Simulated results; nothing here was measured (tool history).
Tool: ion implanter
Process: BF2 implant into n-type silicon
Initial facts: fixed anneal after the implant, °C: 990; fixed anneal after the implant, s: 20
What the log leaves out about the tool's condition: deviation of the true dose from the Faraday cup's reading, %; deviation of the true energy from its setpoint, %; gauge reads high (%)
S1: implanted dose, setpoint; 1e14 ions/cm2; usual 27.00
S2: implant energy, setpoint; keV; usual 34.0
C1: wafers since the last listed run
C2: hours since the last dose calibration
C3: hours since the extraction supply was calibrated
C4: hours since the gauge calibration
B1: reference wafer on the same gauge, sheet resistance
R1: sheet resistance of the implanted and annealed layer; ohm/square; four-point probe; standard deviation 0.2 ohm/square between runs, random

run 1 hour=0.0 | S1=32.93 S2=34.0 | C1=0 C2=684.3 C3=5881.4 C4=174.9 | B1=153.00 | R1=129.98
run 2 hour=15.2 | S1=32.93 S2=34.0 | C1=350 C2=699.5 C3=5896.6 C4=190.1 | B1=153.01 | R1=129.72
run 3 hour=21.7 | S1=27.00 S2=31.0 | C1=150 C2=706.0 C3=5903.1 C4=196.6 | B1=152.96 | R1=138.41
run 4 hour=41.3 | S1=27.00 S2=31.0 | C1=452 C2=725.6 C3=5922.7 C4=216.2 | B1=153.02 | R1=138.49
run 5 hour=54.4 | S1=27.00 S2=34.0 | C1=302 C2=738.7 C3=5935.8 C4=229.3 | B1=152.98 | R1=131.73
run 6 hour=68.4 | S1=27.00 S2=34.0 | C1=323 C2=752.7 C3=5949.8 C4=243.3 | B1=153.02 | R1=131.53
run 7 hour=79.9 | S1=27.00 S2=34.0 | C1=265 C2=764.2 C3=5961.3 C4=254.8 | B1=152.96 | R1=131.96
run 8 hour=89.2 | S1=27.00 S2=34.0 | C1=214 C2=773.5 C3=5970.6 C4=264.1 | B1=153.04 | R1=132.15
run 9 hour=102.0 | S1=27.00 S2=34.0 | C1=295 C2=786.3 C3=5983.4 C4=276.9 | B1=153.07 | R1=131.76
run 10 hour=110.3 | S1=27.00 S2=34.0 | C1=191 C2=794.6 C3=5991.7 C4=285.2 | B1=153.03 | R1=131.62
run 11 hour=123.2 | S1=23.98 S2=34.0 | C1=297 C2=807.5 C3=6004.6 C4=298.1 | B1=153.01 | R1=132.93
run 12 hour=137.4 | S1=27.00 S2=24.5 | C1=327 C2=821.7 C3=6018.8 C4=312.3 | B1=153.03 | R1=156.29
run 13 hour=148.3 | S1=27.00 S2=24.5 | C1=251 C2=832.6 C3=6029.7 C4=323.2 | B1=153.01 | R1=155.99
run 14 hour=157.6 | S1=33.59 S2=22.5 | C1=214 C2=841.9 C3=6039.0 C4=332.5 | B1=153.03 | R1=159.62
-- hour=165.5 gauge calibrated
-- hour=170.5 Faraday cup replaced and dose calibrated
run 15 hour=171.0 | S1=27.00 S2=34.0 | C1=124 C2=0.5 C3=6052.4 C4=5.5 | B1=152.96 | R1=132.04
-- hour=185.3 extraction supply calibrated
run 16 hour=185.8 | S1=27.00 S2=34.0 | C1=156 C2=15.3 C3=0.5 C4=20.3 | B1=153.07 | R1=131.82
run 17 hour=193.7 | S1=30.13 S2=45.0 | C1=182 C2=23.2 C3=8.4 C4=28.2 | B1=152.98 | R1=111.57
run 18 hour=203.9 | S1=31.25 S2=34.0 | C1=235 C2=33.4 C3=18.6 C4=38.4 | B1=152.96 | R1=130.54
run 19 hour=219.4 | S1=20.15 S2=39.5 | C1=357 C2=48.9 C3=34.1 C4=53.9 | B1=153.02 | R1=124.34
run 20 hour=226.5 | S1=20.07 S2=41.5 | C1=163 C2=56.0 C3=41.2 C4=61.0 | B1=153.01 | R1=120.72
run 21 hour=239.2 | S1=27.00 S2=34.0 | C1=293 C2=68.7 C3=53.9 C4=73.7 | B1=153.00 | R1=131.76
run 22 hour=248.6 | S1=27.00 S2=34.0 | C1=216 C2=78.1 C3=63.3 C4=83.1 | B1=153.01 | R1=132.15
run 23 hour=258.6 | S1=30.77 S2=31.0 | C1=230 C2=88.1 C3=73.3 C4=93.1 | B1=153.06 | R1=136.97
run 24 hour=269.0 | S1=21.80 S2=29.0 | C1=240 C2=98.5 C3=83.7 C4=103.5 | B1=153.06 | R1=145.79
run 25 hour=280.8 | S1=27.00 S2=31.0 | C1=272 C2=110.3 C3=95.5 C4=115.3 | B1=153.00 | R1=138.49
run 26 hour=289.3 | S1=31.34 S2=41.5 | C1=196 C2=118.8 C3=104.0 C4=123.8 | B1=153.02 | R1=116.85

Across each entry between runs, compare the hidden state at the last listed run before it with the hidden state at the first listed run after it:
Run 14 -> run 15: gauge calibrated (hour 165.5); Faraday cup replaced and dose calibrated (hour 170.5)
  both runs share identical hidden conditions
Run 15 -> run 16: extraction supply calibrated (hour 185.3)
  both runs share identical hidden conditions
